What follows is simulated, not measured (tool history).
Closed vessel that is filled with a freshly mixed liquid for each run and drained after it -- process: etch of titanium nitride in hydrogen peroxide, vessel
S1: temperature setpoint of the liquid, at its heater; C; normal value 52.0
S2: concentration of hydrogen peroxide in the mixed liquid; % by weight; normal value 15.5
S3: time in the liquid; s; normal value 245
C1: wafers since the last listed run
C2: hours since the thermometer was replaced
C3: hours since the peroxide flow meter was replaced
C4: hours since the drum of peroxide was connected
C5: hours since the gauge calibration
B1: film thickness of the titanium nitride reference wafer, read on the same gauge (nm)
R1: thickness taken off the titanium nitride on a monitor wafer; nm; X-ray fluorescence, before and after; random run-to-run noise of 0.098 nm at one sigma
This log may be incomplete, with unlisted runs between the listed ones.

run    hour    S1    S2   S3     C1      C2      C3      C4      C5     B1     R1
  1     0.0  46.5  15.5  290      0  1840.6   104.6   355.1  3154.2  86.09  15.43
  2    47.5  46.5  15.5  290   4839  1888.1   152.1   402.6  3201.7  86.05  15.41
  3   227.9  52.0  15.5  245  18380  2068.5   332.5   583.0  3382.1  85.84  19.46
  4   282.2  52.0  15.5  330   5532  2122.8   386.8   637.3  3436.4  85.78  26.24
  5   345.2  52.0  15.5  245   6419  2185.8   449.8   700.3  3499.4  85.71  19.23
  6   428.9  52.0  14.0  245   8528  2269.5   533.5   784.0  3583.1  85.62  18.95
  7   468.6  58.0  15.5  245   4045  2309.2   573.2   823.7  3622.8  85.58  29.49
  8   511.2  57.0  17.5  135   4340  2351.8   615.8   866.3  3665.4  85.53  15.54
  9   591.1  52.0  15.5  375   8141  2431.7   695.7   946.2  3745.3  85.44  29.43
 10   653.6  58.5  15.5  140   6368  2494.2   758.2  1008.7  3807.8  85.38  17.23
      670.1  -- gauge calibrated
 11   745.7  61.5  12.0  245   9384  2586.3   850.3  1100.8    75.6  89.85  37.17
 12   826.2  52.0  15.5  245   8202  2666.8   930.8  1181.3   156.1  89.77  20.37
      847.2  -- new drum of peroxide connected
      857.0  -- thermometer replaced
 13   864.5  60.5  15.5  325   3698     7.5   969.1    17.3   194.4  89.73  48.57
 14   905.9  52.0  15.5  245   4218    48.9  1010.5    58.7   235.8  89.68  20.34
     1001.9  -- peroxide flow meter replaced
 15  1008.4  60.5  19.0  185  10341   151.4     6.5   161.2   338.3  89.59  29.11
 16  1052.7  49.0  15.5  300   4513   195.7    50.8   205.5   382.6  89.50  19.83
 17  1105.7  43.5  18.0  245   5400   248.7   103.8   258.5   435.6  89.46  11.23
 18  1164.9  43.5  19.0  370   6031   307.9   163.0   317.7   494.8  89.39  17.13
 19  1227.2  52.0  15.5  355   6347   370.2   225.3   380.0   557.1  89.33  29.44
 20  1268.1  52.0  12.0  245   4167   411.1   266.2   420.9   598.0  89.28  19.04
 21  1340.6  52.0  15.5  245   7387   483.6   338.7   493.4   670.5  89.20  20.13
 22  1441.8  52.0  15.5  310  10311   584.8   439.9   594.6   771.7  89.09  25.45
 23  1537.9  46.0  15.5  285   9791   680.9   536.0   690.7   867.8  88.96  15.03
 24  1605.0  55.0  13.5  335   6836   748.0   603.1   757.8   934.9  88.90  32.94
 25  1669.3  52.0  15.5  245   6551   812.3   667.4   822.1   999.2  88.84  20.17
 26  1727.4  61.0  18.0  195   5919   870.4   725.5   880.2  1057.3  88.79  30.68
     1849.6  -- new drum of peroxide connected
 27  1991.7  57.5  14.0  180  26827  1134.7   989.8   142.1  1321.6  88.51  21.13
 28  2027.8  56.5  15.5  375   3678  1170.8  1025.9   178.2  1357.7  88.46  41.60

Predict each of these 5 candidate next runs independently; none follows another, all start after run 28:
  A  2028.5  52.0  15.5  245  71  1171.5  1026.6  178.9  1358.4   ?   ?
  B  2028.5  61.0  12.0  370  71  1171.5  1026.6  178.9  1358.4   ?   ?
  C  2028.5  61.0  12.0  245  71  1171.5  1026.6  178.9  1358.4   ?   ?
  D  2028.5  52.0  15.5  380  71  1171.5  1026.6  178.9  1358.4   ?   ?
  E  2028.5  52.0  12.0  105  71  1171.5  1026.6  178.9  1358.4   ?   ?

run     B1     R1
  A  88.43  19.95
  B  88.43  53.33
  C  88.43  35.31
  D  88.43  30.94
  E  88.43   8.10
Without the tool's unlogged condition, the same runs would have read:
run     R1
  A  20.30
  B  54.26
  C  35.93
  D  31.48
  E   8.24

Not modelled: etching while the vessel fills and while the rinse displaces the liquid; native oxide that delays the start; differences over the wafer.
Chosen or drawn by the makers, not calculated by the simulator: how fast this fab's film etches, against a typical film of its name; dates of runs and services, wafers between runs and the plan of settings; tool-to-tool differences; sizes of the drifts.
